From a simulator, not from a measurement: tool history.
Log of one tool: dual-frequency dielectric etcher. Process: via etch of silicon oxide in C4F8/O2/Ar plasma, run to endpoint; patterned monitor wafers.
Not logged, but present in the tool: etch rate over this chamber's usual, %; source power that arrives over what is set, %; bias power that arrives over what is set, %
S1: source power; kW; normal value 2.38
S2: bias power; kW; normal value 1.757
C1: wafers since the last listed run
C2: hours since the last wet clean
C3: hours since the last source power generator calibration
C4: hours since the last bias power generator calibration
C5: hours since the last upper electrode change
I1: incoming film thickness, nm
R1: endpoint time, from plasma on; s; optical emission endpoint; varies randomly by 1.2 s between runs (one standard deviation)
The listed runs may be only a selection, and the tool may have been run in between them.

run   hour    S1     S2  C1     C2      C3      C4      C5      I1     R1
  1      0  2.38  1.757   0    342  2077.8  2793.2  3654.9  2110.1  409.1
  2   15.7  2.38  1.757  44  357.7  2093.5  2808.9  3670.6  2117.3  414.8
  3     22  2.38  1.757  17    364  2099.8  2815.2  3676.9    2153  419.1
  4   36.2  2.38  1.757  39  378.2    2114  2829.4  3691.1  2136.9  417.2
  5   64.7  2.38  1.757  80  406.7  2142.5  2857.9  3719.6    2090  409.6
      78.8  -- bias power generator calibrated
  6   81.8  2.38  1.757  36  423.8  2159.6       3  3736.7  2092.6  411.8
  7   88.8  2.38  1.757  19  430.8  2166.6      10  3743.7  2122.2  416.8
     114.5  -- source power generator calibrated
     119.3  -- wet clean of the chamber
     124.5  -- upper electrode replaced
  8    125  2.38  1.757  62    5.7    10.5    46.2     0.5  2104.6  394.6
  9  125.4  2.38  1.757   1    6.1    10.9    46.6     0.9  2133.8    403
 10  130.8  2.96  2.103  15   11.5    16.3      52     6.3  2119.7  344.1
 11  142.5   2.1  1.571  32   23.2      28    63.7      18  2115.4  437.1
 12  152.4  2.86  2.148  27   33.1    37.9    73.6    27.9  2121.5  347.9
 13  162.4  2.92  1.899  28   43.1    47.9    83.6    37.9  2113.5  358.9
 14  177.2  2.95   1.48  41   57.9    62.7    98.4    52.7  2124.3  403.8
 15  194.7  2.38  1.757  49   75.4    80.2   115.9    70.2  2117.7  402.5
 16  207.6  2.12  1.757  36   88.3    93.1   128.8    83.1  2133.1  423.3
 17  222.3  2.38  1.757  41    103   107.8   143.5    97.8  2136.8  407.4
 18  238.7  2.38   1.35  46  119.4   124.2   159.9   114.2  2141.3  461.9
 19  247.4  2.38  1.757  24  128.1   132.9   168.6   122.9  2125.9  407.5

Hidden state or all else? Some run-to-run changes of R1, split into what the settings, what came in and random variation would give without the hidden state, and what is left for the hidden state (with any gauge scatter that isn't in both results):
Run 7 -> 8: source power generator calibrated, wet clean of the chamber, upper electrode replaced. R1 -22.2 s: hidden state -17, all else -5.2.
Run 10 -> 11: S1 2.96 -> 2.1, S2 2.103 -> 1.571. R1 +93 s: hidden state +1.3, all else +91.7.

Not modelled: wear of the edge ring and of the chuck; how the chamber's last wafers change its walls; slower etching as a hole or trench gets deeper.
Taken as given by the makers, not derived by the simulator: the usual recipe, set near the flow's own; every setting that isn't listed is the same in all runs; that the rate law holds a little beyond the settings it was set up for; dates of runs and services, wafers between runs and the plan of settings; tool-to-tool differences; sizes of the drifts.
